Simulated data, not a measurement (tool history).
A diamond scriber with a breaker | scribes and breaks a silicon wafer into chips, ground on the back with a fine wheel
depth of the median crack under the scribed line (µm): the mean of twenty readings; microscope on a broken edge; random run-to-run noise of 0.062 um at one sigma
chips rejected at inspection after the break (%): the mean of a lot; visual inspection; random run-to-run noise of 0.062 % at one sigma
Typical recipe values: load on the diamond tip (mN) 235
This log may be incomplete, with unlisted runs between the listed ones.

run	hour	load on the diamond tip (mN)	incoming depth of the damage left on the back of the incoming wafer, um	depth of the median crack under the scribed line (µm)	chips rejected at inspection after the break (%)
1	0.0	235	2.77	13.64	1.59
2	8.3	235	1.92	13.66	1.16
3	15.6	191	2.60	12.21	3.69
4	28.4	235	1.85	13.65	1.26
5	40.7	235	1.84	13.56	1.23
6	49.7	253	1.51	13.97	1.11
7	63.7	218	1.72	12.91	1.76
# hour 71.3: diamond tip replaced by a new one
8	77.5	218	2.49	13.73	1.53
9	89.7	218	2.66	13.51	1.53
10	96.9	186	1.95	12.57	2.50
11	112.0	276	1.61	15.50	3.06
12	119.2	276	1.61	15.38	3.18
13	131.1	276	1.75	15.37	3.13
14	137.7	235	2.53	14.23	1.58
15	144.6	235	2.94	14.15	1.87
16	153.4	235	2.15	14.09	1.33
17	160.6	235	1.94	14.09	1.16
18	166.6	201	2.02	12.97	1.53
19	178.9	300	2.31	15.95	5.02
20	190.8	295	2.34	15.73	4.33
21	206.7	235	2.75	13.96	1.69
22	224.7	260	2.89	14.66	2.32
23	239.0	235	2.98	13.84	1.77
24	254.3	212	2.45	12.92	1.91
25	288.5	256	2.08	14.14	1.28
26	296.8	183	2.16	11.82	4.62
# hour 307.6: diamond tip replaced by a new one
27	308.1	235	2.84	14.38	1.97
# hour 321.7: load on the tip recalibrated
28	325.8	214	1.94	12.96	1.74
29	359.4	265	2.17	14.37	1.63
30	371.3	217	1.56	12.93	1.57
31	381.0	235	2.15	13.50	1.37
32	390.7	298	1.52	15.30	3.05
33	400.2	187	2.63	11.98	4.59

The next listed run, before its measurement:
34	407.1	257	2.90	?	?

{"run 34": {"depth of the median crack under the scribed line (µm)": 14.02, "chips rejected at inspection after the break (%)": 1.8}}
With the hidden condition absent and the run-to-run variation left alone, this run would have shown depth of the median crack under the scribed line (µm) 14.31, chips rejected at inspection after the break (%) 1.99.
